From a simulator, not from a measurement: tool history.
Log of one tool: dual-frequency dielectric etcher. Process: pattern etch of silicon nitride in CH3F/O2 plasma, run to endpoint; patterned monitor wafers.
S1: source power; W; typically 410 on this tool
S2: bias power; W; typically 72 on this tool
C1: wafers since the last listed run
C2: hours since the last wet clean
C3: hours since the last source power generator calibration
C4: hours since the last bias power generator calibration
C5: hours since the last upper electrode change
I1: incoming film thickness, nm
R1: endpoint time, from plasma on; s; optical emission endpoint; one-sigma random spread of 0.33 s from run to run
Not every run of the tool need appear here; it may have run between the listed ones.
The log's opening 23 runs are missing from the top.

run	day	S1	S2	C1	C2	C3	C4	C5	I1	R1
24	12.550	380	67	52	137.9	123.0	176.7	34.7	54.7	68.3
25	13.208	310	60	113	153.7	138.8	192.5	50.5	55.1	75.2
26	13.750	410	72	93	166.7	151.8	205.5	63.5	55.0	66.4
27	14.058	490	57	52	174.1	159.2	212.9	70.9	55.1	68.0
28	14.429	460	72	63	183.0	168.1	221.8	79.8	54.8	64.6
29	14.804	440	88	64	192.0	177.1	230.8	88.8	54.9	61.9
30	15.367	410	72	96	205.5	190.6	244.3	102.3	55.4	67.8
31	15.679	410	72	53	213.0	198.1	251.8	109.8	55.1	66.3
32	15.975	320	88	50	220.1	205.2	258.9	116.9	55.4	67.3
33	16.329	450	77	60	228.6	213.7	267.4	125.4	55.5	64.7
34	16.604	510	59	47	235.2	220.3	274.0	132.0	55.2	67.6

Below are 3 alternative next runs, each starting from the tool's condition after run 34. Predict each:
A	16.625	410	72	3	235.7	220.8	274.5	132.5	55.1	?
B	16.625	490	56	3	235.7	220.8	274.5	132.5	55.1	?
C	16.625	340	62	3	235.7	220.8	274.5	132.5	55.1	?

run	R1
A	67.4
B	69.2
C	74.2
Take away the tool's hidden state, keep each run's random variation, and the runs would have read:
run	R1
A	65.1
B	66.9
C	71.7
